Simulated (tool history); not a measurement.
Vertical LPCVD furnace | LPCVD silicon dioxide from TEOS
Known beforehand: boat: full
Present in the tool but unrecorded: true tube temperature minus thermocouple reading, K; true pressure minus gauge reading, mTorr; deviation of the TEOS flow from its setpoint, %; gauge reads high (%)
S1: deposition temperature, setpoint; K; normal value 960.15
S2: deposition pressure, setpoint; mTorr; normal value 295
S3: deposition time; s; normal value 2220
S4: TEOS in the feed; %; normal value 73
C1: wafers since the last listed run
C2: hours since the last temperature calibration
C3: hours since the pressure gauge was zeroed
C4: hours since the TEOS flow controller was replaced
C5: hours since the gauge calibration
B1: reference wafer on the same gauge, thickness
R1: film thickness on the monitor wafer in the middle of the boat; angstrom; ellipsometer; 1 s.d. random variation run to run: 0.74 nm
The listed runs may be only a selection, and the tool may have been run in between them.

run,hour,S1,S2,S3,S4,C1,C2,C3,C4,C5,B1,R1
1,0.0,960.15,295,2220,73,0,2478.8,873.7,4077.7,2362.2,217.48,1910.6
2,62.0,960.15,295,2220,73,1348,2540.8,935.7,4139.7,2424.2,217.94,1919.7
3,113.9,960.15,295,2220,73,1128,2592.7,987.6,4191.6,2476.1,217.91,1913.3
4,149.5,960.15,295,2220,73,774,2628.3,1023.2,4227.2,2511.7,218.60,1928.9
5,182.6,960.15,295,2220,73,719,2661.4,1056.3,4260.3,2544.8,218.57,1936.4
6,211.7,960.15,295,2220,73,632,2690.5,1085.4,4289.4,2573.9,218.94,1929.7
7,280.6,960.15,330,2220,79,1498,2759.4,1154.3,4358.3,2642.8,219.38,2122.0
# hour 365.5: thermocouples replaced and temperature profile calibrated
8,366.0,960.15,330,2220,79,1335,0.5,1239.7,4443.7,2728.2,219.96,2137.2
# hour 411.4: TEOS flow controller replaced
9,418.3,960.15,295,2220,73,615,52.8,1292.0,6.9,2780.5,220.36,1954.7
# hour 437.4: gauge calibrated
10,477.3,957.15,350,1890,73,1282,111.8,1351.0,65.9,39.9,208.66,1599.7
11,513.9,960.15,295,1860,62,795,148.4,1387.6,102.5,76.5,208.34,1418.4
12,566.7,960.15,295,2580,73,1148,201.2,1440.4,155.3,129.3,208.52,2144.0
13,629.6,960.15,295,2580,73,1367,264.1,1503.3,218.2,192.2,208.58,2147.1
# hour 661.1: pressure gauge zeroed
14,726.0,960.15,360,2730,68,1574,360.5,64.9,314.6,288.6,208.77,2390.2
15,767.1,960.15,320,1920,73,893,401.6,106.0,355.7,329.7,208.50,1661.2
16,797.8,960.15,295,2220,73,667,432.3,136.7,386.4,360.4,208.91,1831.5
17,860.6,960.15,295,3000,73,1365,495.1,199.5,449.2,423.2,208.59,2505.6
18,905.8,960.15,295,1920,73,982,540.3,244.7,494.4,468.4,208.91,1594.5
19,973.6,960.15,295,2220,73,1474,608.1,312.5,562.2,536.2,208.77,1846.3
20,1018.4,960.15,295,2220,68,974,652.9,357.3,607.0,581.0,208.87,1777.0
21,1055.6,968.15,230,2940,73,808,690.1,394.5,644.2,618.2,209.04,2595.7
22,1109.2,967.15,295,2220,73,1165,743.7,448.1,697.8,671.8,209.20,2158.6
23,1143.3,960.15,295,2220,73,741,777.8,482.2,731.9,705.9,209.46,1850.6
24,1233.0,960.15,295,2220,62,1950,867.5,571.9,821.6,795.6,209.69,1716.7
25,1260.2,960.15,235,2220,63,591,894.7,599.1,848.8,822.8,209.13,1528.7
26,1316.3,972.15,325,2220,81,1219,950.8,655.2,904.9,878.9,209.57,2695.5
27,1367.9,960.15,320,1410,73,1121,1002.4,706.8,956.5,930.5,209.60,1220.7
28,1421.2,960.15,295,2220,82,1158,1055.7,760.1,1009.8,983.8,210.03,1974.7
29,1489.8,960.15,355,2220,73,1491,1124.3,828.7,1078.4,1052.4,210.07,2025.6
30,1515.0,953.15,295,2220,73,547,1149.5,853.9,1103.6,1077.6,210.38,1575.6
31,1542.7,960.15,295,2220,73,602,1177.2,881.6,1131.3,1105.3,210.51,1857.0

Forecast each of these 4 alternatives for the next run:
A,1546.9,960.15,350,2220,73,91,1181.4,885.8,1135.5,1109.5,?,?
B,1546.9,971.15,275,1770,73,91,1181.4,885.8,1135.5,1109.5,?,?
C,1546.9,960.15,295,2220,85,91,1181.4,885.8,1135.5,1109.5,?,?
D,1546.9,951.15,230,1890,63,91,1181.4,885.8,1135.5,1109.5,?,?

run,B1,R1
A,210.11,2010.5
B,210.11,1842.6
C,210.11,1991.7
D,210.11,1037.4
Stripped of hidden state, with their random variation kept, the same runs would have yielded:
run,R1
A,2006.8
B,1839.2
C,1988.0
D,1035.5
